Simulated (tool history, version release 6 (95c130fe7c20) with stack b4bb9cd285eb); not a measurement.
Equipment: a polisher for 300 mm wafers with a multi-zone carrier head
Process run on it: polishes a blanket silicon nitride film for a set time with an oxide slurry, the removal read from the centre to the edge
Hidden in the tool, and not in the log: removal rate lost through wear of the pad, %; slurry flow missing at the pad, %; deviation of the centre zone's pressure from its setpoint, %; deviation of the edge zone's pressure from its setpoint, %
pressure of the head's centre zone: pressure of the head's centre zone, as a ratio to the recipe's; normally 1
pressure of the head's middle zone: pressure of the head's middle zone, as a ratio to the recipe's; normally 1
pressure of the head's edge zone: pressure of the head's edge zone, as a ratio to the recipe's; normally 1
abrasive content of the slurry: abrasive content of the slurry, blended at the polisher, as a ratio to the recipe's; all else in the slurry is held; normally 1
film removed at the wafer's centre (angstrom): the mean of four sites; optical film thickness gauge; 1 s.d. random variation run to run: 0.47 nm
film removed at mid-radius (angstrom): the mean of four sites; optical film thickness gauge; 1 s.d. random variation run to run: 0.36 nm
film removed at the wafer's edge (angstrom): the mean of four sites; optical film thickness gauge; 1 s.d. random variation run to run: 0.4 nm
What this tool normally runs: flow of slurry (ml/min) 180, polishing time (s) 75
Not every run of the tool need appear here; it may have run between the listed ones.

| run | hour | flow of slurry (ml/min) | pressure of the head's centre zone | pressure of the head's middle zone | pressure of the head's edge zone | abrasive content of the slurry | polishing time (s) | wafers since the last listed run | wafers polished on this pad | hours since the slurry nozzle was cleaned | hours since the centre zone pressure was calibrated | hours since the edge zone pressure was calibrated | hours since the carrier head's membrane was replaced | incoming thickness of the incoming film, nm | film removed at the wafer's centre (angstrom) | film removed at mid-radius (angstrom) | film removed at the wafer's edge (angstrom) |
|---|---|---|---|---|---|---|---|---|---|---|---|---|---|---|---|---|---|
| 1 | 0 | 180 | 1 | 1 | 1 | 1 | 69 | 0 | 424 | 621.5 | 648.4 | 1108.9 | 1275.7 | 357.5 | 440 | 437 | 461 |
| 2 | 14.7 | 180 | 1 | 1 | 1 | 1 | 69 | 85 | 509 | 636.2 | 663.1 | 1123.6 | 1290.4 | 355 | 440 | 436 | 465 |
| 3 | 27.7 | 180 | 1 | 1 | 1 | 1 | 75 | 75 | 584 | 649.2 | 676.1 | 1136.6 | 1303.4 | 362.9 | 474 | 475 | 497 |
| 4 | 52 | 180 | 1 | 1 | 1 | 1 | 75 | 140 | 724 | 673.5 | 700.4 | 1160.9 | 1327.7 | 355.6 | 477 | 469 | 501 |
|  | 100.3 | carrier head's membrane replaced by a new one |
| 5 | 101.5 | 180 | 1 | 1 | 1 | 1 | 75 | 257 | 982 | 723 | 749.9 | 1210.4 | 1.2 | 359.2 | 469 | 466 | 493 |
| 6 | 114 | 180 | 1 | 1 | 1 | 1 | 75 | 72 | 1054 | 735.5 | 762.4 | 1222.9 | 13.7 | 358.6 | 472 | 463 | 488 |
| 7 | 120.5 | 180 | 1 | 1 | 1 | 1 | 75 | 37 | 1092 | 742 | 768.9 | 1229.4 | 20.2 | 357 | 472 | 472 | 492 |
|  | 127.2 | centre zone pressure recalibrated |
|  | 130.4 | worn pad replaced by a new one |
|  | 131.9 | slurry nozzle cleaned |
| 8 | 132.4 | 180 | 1 | 1 | 1 | 1 | 75 | 33 | 5 | 0.5 | 5.2 | 1241.3 | 32.1 | 358.1 | 518 | 514 | 531 |
| 9 | 144.7 | 180 | 1 | 1 | 1 | 1 | 75 | 71 | 76 | 12.8 | 17.5 | 1253.6 | 44.4 | 360.5 | 514 | 508 | 527 |
|  | 152.7 | edge zone pressure recalibrated |
| 10 | 157.6 | 180 | 1 | 1 | 1 | 1 | 75 | 63 | 139 | 25.7 | 30.4 | 4.9 | 57.3 | 361.8 | 509 | 507 | 533 |
| 11 | 171.6 | 180 | 1 | 0.97 | 1 | 1 | 75 | 80 | 220 | 39.7 | 44.4 | 18.9 | 71.3 | 361.2 | 510 | 492 | 529 |
| 12 | 187.7 | 205 | 1 | 1.09 | 1 | 1 | 75 | 93 | 314 | 55.8 | 60.5 | 35 | 87.4 | 358.8 | 525 | 558 | 533 |
| 13 | 195.2 | 145 | 0.95 | 1 | 1 | 1.15 | 75 | 43 | 357 | 63.3 | 68 | 42.5 | 94.9 | 360.5 | 499 | 525 | 548 |
| 14 | 206.3 | 180 | 1 | 1 | 1 | 1 | 97 | 64 | 421 | 74.4 | 79.1 | 53.6 | 106 | 366.2 | 649 | 644 | 688 |
| 15 | 214.1 | 180 | 1 | 1 | 1 | 1 | 75 | 45 | 466 | 82.2 | 86.9 | 61.4 | 113.8 | 360.1 | 508 | 497 | 515 |
| 16 | 223.9 | 180 | 0.97 | 1.06 | 1.08 | 1 | 65 | 56 | 523 | 92 | 96.7 | 71.2 | 123.6 | 363 | 426 | 463 | 470 |
| 17 | 230.4 | 130 | 1 | 1 | 1 | 1 | 75 | 37 | 560 | 98.5 | 103.2 | 77.7 | 130.1 | 356.5 | 477 | 474 | 502 |
| 18 | 243.2 | 180 | 1 | 1 | 1 | 1 | 75 | 74 | 635 | 111.3 | 116 | 90.5 | 142.9 | 356.3 | 510 | 510 | 521 |
| 19 | 249.7 | 200 | 1 | 0.93 | 1 | 1.2 | 75 | 37 | 672 | 117.8 | 122.5 | 97 | 149.4 | 367.6 | 568 | 523 | 577 |
| 20 | 265.6 | 180 | 1.1 | 1 | 1.09 | 1 | 89 | 91 | 764 | 133.7 | 138.4 | 112.9 | 165.3 | 362.5 | 657 | 602 | 648 |
| 21 | 280 | 220 | 1.11 | 1 | 1 | 1.1 | 64 | 83 | 847 | 148.1 | 152.8 | 127.3 | 179.7 | 359.9 | 525 | 466 | 480 |
| 22 | 291.6 | 130 | 1 | 1 | 0.94 | 0.9 | 75 | 67 | 914 | 159.7 | 164.4 | 138.9 | 191.3 | 360.1 | 458 | 451 | 466 |
| 23 | 302 | 145 | 1 | 0.94 | 1 | 1.3 | 75 | 60 | 975 | 170.1 | 174.8 | 149.3 | 201.7 | 358.2 | 551 | 518 | 581 |

Here are 3 independent what-if runs from the current tool condition. What would each one return?
| A | 302.4 | 180 | 1 | 1 | 1 | 0.85 | 75 | 2 | 977 | 170.5 | 175.2 | 149.7 | 202.1 | 353.3 | ? | ? | ? |
| B | 302.4 | 165 | 1 | 0.92 | 0.91 | 0.8 | 75 | 2 | 977 | 170.5 | 175.2 | 149.7 | 202.1 | 353.3 | ? | ? | ? |
| C | 302.4 | 180 | 1 | 1 | 1 | 1 | 92 | 2 | 977 | 170.5 | 175.2 | 149.7 | 202.1 | 353.3 | ? | ? | ? |

| run | film removed at the wafer's centre (angstrom) | film removed at mid-radius (angstrom) | film removed at the wafer's edge (angstrom) |
|---|---|---|---|
| A | 466 | 459 | 476 |
| B | 442 | 407 | 437 |
| C | 626 | 617 | 640 |
With the hidden condition removed and each run's random variation left untouched, the same runs would have given:
| run | film removed at the wafer's centre (angstrom) | film removed at mid-radius (angstrom) | film removed at the wafer's edge (angstrom) |
|---|---|---|---|
| A | 475 | 468 | 483 |
| B | 452 | 415 | 443 |
| C | 639 | 628 | 648 |
